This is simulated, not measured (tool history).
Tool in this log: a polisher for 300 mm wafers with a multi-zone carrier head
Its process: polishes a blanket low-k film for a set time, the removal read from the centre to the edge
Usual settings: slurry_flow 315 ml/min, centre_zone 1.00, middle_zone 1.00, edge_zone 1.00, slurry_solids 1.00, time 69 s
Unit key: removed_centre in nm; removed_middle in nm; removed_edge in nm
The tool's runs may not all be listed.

run	day	slurry_flow	centre_zone	middle_zone	edge_zone	slurry_solids	time	incoming thickness of the incoming film, nm	removed_centre	removed_middle	removed_edge
1	0.000	315	1.00	1.00	1.00	1.00	69	764.8	36.1	36.3	34.7
2	0.621	315	1.00	1.00	1.00	1.00	69	777.1	35.5	36.3	34.7
# day 1.296: worn pad replaced by a new one
3	1.608	315	0.93	1.00	1.00	1.00	69	768.8	35.9	39.5	38.0
4	2.546	315	0.93	1.00	1.00	1.00	69	779.7	34.9	38.3	36.9
5	3.733	315	0.93	1.00	1.00	1.00	69	789.5	34.2	37.4	36.2
6	5.188	315	1.00	1.00	1.00	0.80	69	774.0	32.9	32.9	31.9
# day 5.375: centre zone pressure recalibrated
7	6.579	315	1.00	1.00	1.00	1.00	69	776.8	35.9	36.5	34.9
8	7.912	315	1.00	1.00	1.11	1.00	59	767.9	30.1	31.3	30.7
# day 8.104: slurry nozzle cleaned
# day 8.950: worn pad replaced by a new one
9	9.217	220	1.00	0.93	1.00	1.15	85	780.5	49.0	47.1	48.9
10	10.550	315	1.00	1.00	1.00	1.00	69	785.1	37.2	37.6	37.0
11	11.529	315	0.94	1.04	1.00	1.00	58	784.7	28.4	31.7	29.9
# day 11.738: carrier head's membrane replaced by a new one, of another model than before
12	13.000	315	1.00	0.94	1.00	0.90	69	786.7	34.3	31.5	33.9
13	13.842	240	1.10	0.93	1.04	1.00	69	776.1	39.7	32.0	33.9
14	15.050	315	1.00	1.00	1.00	1.00	69	771.8	34.9	35.8	34.7
# day 15.929: edge zone pressure recalibrated
15	16.071	315	1.00	1.00	1.00	0.70	69	782.2	29.6	30.2	28.7
16	16.804	315	1.00	1.00	1.00	1.00	75	778.6	38.1	38.2	36.8
# day 17.100: worn pad replaced by a new one
17	17.412	400	1.09	1.00	1.00	0.85	76	783.0	45.8	41.1	40.0
18	18.567	315	1.00	1.00	1.00	1.00	69	776.5	38.2	38.8	36.6
19	19.079	315	1.07	0.91	1.00	1.15	69	775.2	44.1	36.2	39.0
20	20.100	315	1.00	1.00	1.06	0.90	69	792.1	35.1	35.7	35.2
21	21.200	350	1.00	1.04	1.00	1.10	53	777.7	29.9	31.5	29.1
# day 22.117: slurry nozzle cleaned
22	22.375	315	1.00	1.00	1.00	1.00	69	777.4	35.7	36.5	34.9
23	23.479	315	1.00	0.91	0.92	1.00	79	790.2	40.8	37.5	39.9

Here are 3 independent what-if runs from the current tool condition. What would each one return?
A	23.496	315	1.00	1.00	1.00	1.00	69	778.6	?	?	?
B	23.496	315	1.00	1.00	1.00	1.00	93	778.6	?	?	?
C	23.496	315	1.00	1.00	1.00	1.15	69	778.6	?	?	?

run	removed_centre	removed_middle	removed_edge
A	36.2	36.3	35.5
B	48.8	49.0	47.9
C	38.4	38.6	37.7
Stripped of hidden state, with their random variation kept, the same runs would have yielded:
run	removed_centre	removed_middle	removed_edge
A	40.4	40.5	39.7
B	54.4	54.6	53.5
C	42.8	43.0	42.1
